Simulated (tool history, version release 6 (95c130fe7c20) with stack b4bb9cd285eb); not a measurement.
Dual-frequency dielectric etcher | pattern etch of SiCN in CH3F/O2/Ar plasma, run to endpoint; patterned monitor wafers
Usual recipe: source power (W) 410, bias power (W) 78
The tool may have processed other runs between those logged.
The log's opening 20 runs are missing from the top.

| run | hour | source power (W) | bias power (W) | wafers since the last listed run | hours since the last wet clean | hours since the last source power generator calibration | hours since the last bias power generator calibration | hours since the last upper electrode change | incoming incoming film thickness, nm | endpoint time (s) |
|---|---|---|---|---|---|---|---|---|---|---|
| 21 | 1573.8 | 410 | 62 | 817 | 68.6 | 911.4 | 754.6 | 84.7 | 10.26 | 29.6 |
| 22 | 1640.7 | 460 | 61 | 845 | 135.5 | 978.3 | 821.5 | 151.6 | 10.2 | 27.9 |
| 23 | 1746.6 | 380 | 78 | 1338 | 241.4 | 1084.2 | 927.4 | 257.5 | 10.23 | 28.2 |
| 24 | 2011 | 480 | 95 | 3340 | 505.8 | 1348.6 | 1191.8 | 521.9 | 10.24 | 23.1 |
| 25 | 2116.3 | 410 | 78 | 1330 | 611.1 | 1453.9 | 1297.1 | 627.2 | 10.27 | 27.9 |
|  | 2167.3 | wet clean of the chamber |
| 26 | 2177.9 | 360 | 78 | 475 | 10.6 | 1515.5 | 1358.7 | 688.8 | 10.25 | 29.4 |
| 27 | 2258.9 | 500 | 93 | 1023 | 91.6 | 1596.5 | 1439.7 | 769.8 | 10.19 | 23 |
| 28 | 2310.1 | 410 | 78 | 646 | 142.8 | 1647.7 | 1490.9 | 821 | 10.19 | 27.2 |
| 29 | 2370.5 | 340 | 95 | 763 | 203.2 | 1708.1 | 1551.3 | 881.4 | 10.13 | 27.7 |
| 30 | 2463.7 | 440 | 78 | 1177 | 296.4 | 1801.3 | 1644.5 | 974.6 | 10.15 | 26.5 |
| 31 | 2538.7 | 380 | 78 | 947 | 371.4 | 1876.3 | 1719.5 | 1049.6 | 10.12 | 28.6 |
| 32 | 2630.6 | 410 | 60 | 1161 | 463.3 | 1968.2 | 1811.4 | 1141.5 | 10.16 | 30.7 |
| 33 | 2667.3 | 330 | 69 | 463 | 500 | 2004.9 | 1848.1 | 1178.2 | 10.14 | 33.1 |
|  | 2687.2 | source power generator calibrated |
| 34 | 2763.5 | 500 | 96 | 1164 | 596.2 | 76.3 | 1944.3 | 1274.4 | 10.15 | 22.2 |
| 35 | 2828.9 | 340 | 78 | 826 | 661.6 | 141.7 | 2009.7 | 1339.8 | 10.12 | 30 |
|  | 2893.2 | wet clean of the chamber |
| 36 | 2900.9 | 360 | 62 | 606 | 7.7 | 213.7 | 2081.7 | 1411.8 | 10.32 | 31.5 |

3 options for the next run, each taken on its own from the tool as it stands now. Forecast them:
| A | 2901.3 | 410 | 78 | 5 | 8.1 | 214.1 | 2082.1 | 1412.2 | 10.06 | ? |
| B | 2901.3 | 490 | 67 | 5 | 8.1 | 214.1 | 2082.1 | 1412.2 | 10.06 | ? |
| C | 2901.3 | 320 | 93 | 5 | 8.1 | 214.1 | 2082.1 | 1412.2 | 10.06 | ? |

| run | endpoint time (s) |
|---|---|
| A | 26 |
| B | 25.1 |
| C | 27.9 |
Had the tool no hidden state, the same runs would have come out as:
| run | endpoint time (s) |
|---|---|
| A | 25.7 |
| B | 24.9 |
| C | 27.6 |
